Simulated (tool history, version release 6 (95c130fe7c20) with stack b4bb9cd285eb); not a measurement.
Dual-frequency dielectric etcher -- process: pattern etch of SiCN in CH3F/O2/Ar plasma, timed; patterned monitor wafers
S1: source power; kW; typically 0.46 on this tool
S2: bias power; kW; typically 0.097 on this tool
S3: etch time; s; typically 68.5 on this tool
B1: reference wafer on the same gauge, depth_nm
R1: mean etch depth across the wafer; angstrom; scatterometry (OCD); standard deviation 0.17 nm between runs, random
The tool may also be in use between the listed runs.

| run | hour | S1 | S2 | S3 | B1 | R1 |
|---|---|---|---|---|---|---|
| 1 | 0 | 0.46 | 0.097 | 60.5 | 27.39 | 247.9 |
| 2 | 56 | 0.46 | 0.097 | 60.5 | 27.39 | 247.6 |
| 3 | 93.5 | 0.46 | 0.097 | 63.5 | 27.37 | 261 |
| 4 | 151.8 | 0.46 | 0.097 | 68.5 | 27.4 | 278.1 |
| 5 | 214.8 | 0.46 | 0.097 | 68.5 | 27.39 | 272.3 |
|  | 254.5 | wet clean of the chamber |
| 6 | 267.3 | 0.46 | 0.086 | 68.5 | 27.37 | 285.9 |
| 7 | 293 | 0.46 | 0.097 | 68.5 | 27.37 | 294.7 |
| 8 | 321 | 0.46 | 0.097 | 68.5 | 27.45 | 291.8 |
| 9 | 370.4 | 0.46 | 0.097 | 68.5 | 27.4 | 291.3 |
| 10 | 439.4 | 0.46 | 0.097 | 68.5 | 27.4 | 288.4 |
|  | 440.8 | gauge calibrated |
| 11 | 497.8 | 0.55 | 0.081 | 86 | 27.42 | 377.1 |
|  | 567.7 | source power generator calibrated |
|  | 613.1 | upper electrode replaced |
| 12 | 636.1 | 0.56 | 0.077 | 51.5 | 27.47 | 218.7 |
| 13 | 673.7 | 0.55 | 0.081 | 86 | 27.36 | 361.9 |
|  | 748.8 | wet clean of the chamber |
| 14 | 749.3 | 0.36 | 0.089 | 51.5 | 27.38 | 193.9 |
| 15 | 785.6 | 0.51 | 0.106 | 68.5 | 27.43 | 309.5 |
|  | 869.1 | bias power generator calibrated |
| 16 | 967.7 | 0.55 | 0.097 | 68.5 | 27.37 | 305.9 |

The next listed run, before its measurement:
|  | 986 | gauge calibrated |
| 17 | 1007.7 | 0.46 | 0.097 | 68.5 | ? | ? |

B1: 27.38
R1: 283.2 angstrom
Were there no unlogged condition in the tool, this run, its random variation unchanged, would have produced R1 291.1 angstrom.

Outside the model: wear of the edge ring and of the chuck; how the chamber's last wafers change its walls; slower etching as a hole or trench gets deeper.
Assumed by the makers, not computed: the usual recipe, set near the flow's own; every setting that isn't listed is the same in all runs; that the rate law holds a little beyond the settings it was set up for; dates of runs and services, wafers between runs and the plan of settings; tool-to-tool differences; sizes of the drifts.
